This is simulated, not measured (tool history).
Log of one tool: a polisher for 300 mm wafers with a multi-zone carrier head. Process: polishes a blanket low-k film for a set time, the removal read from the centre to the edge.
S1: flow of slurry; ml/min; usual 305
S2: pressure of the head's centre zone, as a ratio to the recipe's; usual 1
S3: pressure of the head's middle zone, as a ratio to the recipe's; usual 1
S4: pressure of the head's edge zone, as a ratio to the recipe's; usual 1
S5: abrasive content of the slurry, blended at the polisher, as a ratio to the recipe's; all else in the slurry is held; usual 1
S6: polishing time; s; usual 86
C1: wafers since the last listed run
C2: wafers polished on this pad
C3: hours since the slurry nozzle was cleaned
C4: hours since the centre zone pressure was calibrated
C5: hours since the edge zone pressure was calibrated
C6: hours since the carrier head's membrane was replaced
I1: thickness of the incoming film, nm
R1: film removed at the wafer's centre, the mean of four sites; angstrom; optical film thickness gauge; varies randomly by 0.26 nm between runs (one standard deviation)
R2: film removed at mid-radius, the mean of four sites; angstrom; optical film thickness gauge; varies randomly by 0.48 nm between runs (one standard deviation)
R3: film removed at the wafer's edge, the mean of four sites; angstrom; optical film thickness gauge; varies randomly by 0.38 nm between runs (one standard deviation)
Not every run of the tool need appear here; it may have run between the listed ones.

{"run": 1, "hour": 0.0, "S1": 305, "S2": 1, "S3": 1, "S4": 1, "S5": 0.9, "S6": 86, "C1": 0, "C2": 1460, "C3": 109.9, "C4": 91.7, "C5": 63.1, "C6": 124.1, "I1": 701.7, "R1": 377, "R2": 373, "R3": 382}
{"hour": 9.4, "done": "worn pad replaced by a new one"}
{"run": 2, "hour": 9.8, "S1": 405, "S2": 1, "S3": 1.05, "S4": 1, "S5": 0.8, "S6": 101, "C1": 71, "C2": 4, "C3": 119.7, "C4": 101.5, "C5": 72.9, "C6": 133.9, "I1": 709.6, "R1": 415, "R2": 428, "R3": 411}
{"run": 3, "hour": 23.9, "S1": 305, "S2": 0.9, "S3": 1, "S4": 1.09, "S5": 0.75, "S6": 86, "C1": 172, "C2": 177, "C3": 133.8, "C4": 115.6, "C5": 87, "C6": 148, "I1": 702.9, "R1": 287, "R2": 325, "R3": 336}
{"run": 4, "hour": 34.3, "S1": 305, "S2": 1, "S3": 1, "S4": 1.07, "S5": 1, "S6": 86, "C1": 127, "C2": 304, "C3": 144.2, "C4": 126, "C5": 97.4, "C6": 158.4, "I1": 696.6, "R1": 399, "R2": 400, "R3": 423}
{"run": 5, "hour": 44.2, "S1": 270, "S2": 1, "S3": 1.07, "S4": 1, "S5": 1, "S6": 102, "C1": 121, "C2": 426, "C3": 154.1, "C4": 135.9, "C5": 107.3, "C6": 168.3, "I1": 686.3, "R1": 462, "R2": 490, "R3": 476}
{"run": 6, "hour": 51.9, "S1": 305, "S2": 1, "S3": 1.06, "S4": 0.9, "S5": 1, "S6": 86, "C1": 94, "C2": 520, "C3": 161.8, "C4": 143.6, "C5": 115, "C6": 176, "I1": 706.7, "R1": 399, "R2": 416, "R3": 378}
{"run": 7, "hour": 67.7, "S1": 305, "S2": 1, "S3": 1, "S4": 1, "S5": 1, "S6": 86, "C1": 193, "C2": 714, "C3": 177.6, "C4": 159.4, "C5": 130.8, "C6": 191.8, "I1": 702.2, "R1": 392, "R2": 389, "R3": 411}
{"run": 8, "hour": 78.2, "S1": 305, "S2": 1, "S3": 1, "S4": 1, "S5": 1, "S6": 104, "C1": 128, "C2": 843, "C3": 188.1, "C4": 169.9, "C5": 141.3, "C6": 202.3, "I1": 700.8, "R1": 471, "R2": 472, "R3": 483}
{"run": 9, "hour": 84.6, "S1": 250, "S2": 1, "S3": 0.88, "S4": 1, "S5": 1, "S6": 94, "C1": 78, "C2": 921, "C3": 194.5, "C4": 176.3, "C5": 147.7, "C6": 208.7, "I1": 699, "R1": 410, "R2": 378, "R3": 431}
{"run": 10, "hour": 93.4, "S1": 305, "S2": 1, "S3": 0.97, "S4": 1, "S5": 1.25, "S6": 86, "C1": 107, "C2": 1029, "C3": 203.3, "C4": 185.1, "C5": 156.5, "C6": 217.5, "I1": 711.8, "R1": 441, "R2": 422, "R3": 462}
{"run": 11, "hour": 106.3, "S1": 305, "S2": 1, "S3": 1.11, "S4": 1, "S5": 1, "S6": 86, "C1": 158, "C2": 1187, "C3": 216.2, "C4": 198, "C5": 169.4, "C6": 230.4, "I1": 695.1, "R1": 388, "R2": 434, "R3": 401}
{"run": 12, "hour": 117.5, "S1": 270, "S2": 1.12, "S3": 1, "S4": 1.04, "S5": 1.15, "S6": 86, "C1": 137, "C2": 1324, "C3": 227.4, "C4": 209.2, "C5": 180.6, "C6": 241.6, "I1": 702.5, "R1": 456, "R2": 402, "R3": 440}
{"hour": 134.1, "done": "worn pad replaced by a new one"}
{"run": 13, "hour": 134.6, "S1": 225, "S2": 1, "S3": 1, "S4": 1.08, "S5": 1, "S6": 86, "C1": 160, "C2": 5, "C3": 244.5, "C4": 226.3, "C5": 197.7, "C6": 258.7, "I1": 706.2, "R1": 358, "R2": 364, "R3": 396}
{"run": 14, "hour": 138.6, "S1": 305, "S2": 1, "S3": 1, "S4": 1, "S5": 1, "S6": 86, "C1": 49, "C2": 54, "C3": 248.5, "C4": 230.3, "C5": 201.7, "C6": 262.7, "I1": 705.9, "R1": 382, "R2": 385, "R3": 393}
{"run": 15, "hour": 144.7, "S1": 305, "S2": 0.96, "S3": 0.91, "S4": 1, "S5": 1, "S6": 86, "C1": 74, "C2": 129, "C3": 254.6, "C4": 236.4, "C5": 207.8, "C6": 268.8, "I1": 703, "R1": 363, "R2": 355, "R3": 395}
{"hour": 150.1, "done": "slurry nozzle cleaned"}
{"run": 16, "hour": 156.4, "S1": 305, "S2": 1, "S3": 1, "S4": 1, "S5": 1, "S6": 86, "C1": 131, "C2": 260, "C3": 6.3, "C4": 248.1, "C5": 219.5, "C6": 280.5, "I1": 697.8, "R1": 411, "R2": 416, "R3": 418}
{"run": 17, "hour": 171.9, "S1": 360, "S2": 1, "S3": 1, "S4": 1, "S5": 1.3, "S6": 86, "C1": 190, "C2": 450, "C3": 21.8, "C4": 263.6, "C5": 235, "C6": 296, "I1": 704.1, "R1": 482, "R2": 468, "R3": 489}
{"run": 18, "hour": 183.5, "S1": 305, "S2": 0.96, "S3": 0.96, "S4": 1, "S5": 1, "S6": 111, "C1": 142, "C2": 592, "C3": 33.4, "C4": 275.2, "C5": 246.6, "C6": 307.6, "I1": 709.3, "R1": 509, "R2": 503, "R3": 536}
{"run": 19, "hour": 198.6, "S1": 305, "S2": 1, "S3": 1, "S4": 1.04, "S5": 1, "S6": 86, "C1": 185, "C2": 777, "C3": 48.5, "C4": 290.3, "C5": 261.7, "C6": 322.7, "I1": 700.2, "R1": 411, "R2": 395, "R3": 423}
{"run": 20, "hour": 210.3, "S1": 305, "S2": 0.9, "S3": 1, "S4": 1.08, "S5": 1, "S6": 86, "C1": 143, "C2": 921, "C3": 60.2, "C4": 302, "C5": 273.4, "C6": 334.4, "I1": 707.1, "R1": 368, "R2": 404, "R3": 428}
{"run": 21, "hour": 223.1, "S1": 305, "S2": 1, "S3": 0.96, "S4": 1, "S5": 1, "S6": 86, "C1": 156, "C2": 1078, "C3": 73, "C4": 314.8, "C5": 286.2, "C6": 347.2, "I1": 711, "R1": 402, "R2": 394, "R3": 415}

What if the next run were any one of these 5? Each begins from the tool's condition after run 21:
{"run": "A", "hour": 223.5, "S1": 305, "S2": 1, "S3": 1, "S4": 1, "S5": 1, "S6": 86, "C1": 4, "C2": 1083, "C3": 73.4, "C4": 315.2, "C5": 286.6, "C6": 347.6, "I1": 697.6, "R1": "?", "R2": "?", "R3": "?"}
{"run": "B", "hour": 223.5, "S1": 375, "S2": 1, "S3": 1, "S4": 1, "S5": 1, "S6": 105, "C1": 4, "C2": 1083, "C3": 73.4, "C4": 315.2, "C5": 286.6, "C6": 347.6, "I1": 697.6, "R1": "?", "R2": "?", "R3": "?"}
{"run": "C", "hour": 223.5, "S1": 205, "S2": 1, "S3": 1, "S4": 1, "S5": 1, "S6": 62, "C1": 4, "C2": 1083, "C3": 73.4, "C4": 315.2, "C5": 286.6, "C6": 347.6, "I1": 697.6, "R1": "?", "R2": "?", "R3": "?"}
{"run": "D", "hour": 223.5, "S1": 305, "S2": 1.1, "S3": 0.92, "S4": 1, "S5": 0.9, "S6": 95, "C1": 4, "C2": 1083, "C3": 73.4, "C4": 315.2, "C5": 286.6, "C6": 347.6, "I1": 697.6, "R1": "?", "R2": "?", "R3": "?"}
{"run": "E", "hour": 223.5, "S1": 305, "S2": 1, "S3": 1.11, "S4": 1, "S5": 1, "S6": 60, "C1": 4, "C2": 1083, "C3": 73.4, "C4": 315.2, "C5": 286.6, "C6": 347.6, "I1": 697.6, "R1": "?", "R2": "?", "R3": "?"}

run=A R1=406 R2=406 R3=408
run=B R1=508 R2=506 R3=506
run=C R1=274 R2=275 R3=281
run=D R1=459 R2=388 R3=419
run=E R1=284 R2=309 R3=284
Take away the tool's hidden state, keep each run's random variation, and the runs would have read:
run=A R1=412 R2=411 R3=412
run=B R1=514 R2=512 R3=510
run=C R1=280 R2=281 R3=285
run=D R1=466 R2=393 R3=423
run=E R1=288 R2=313 R3=287
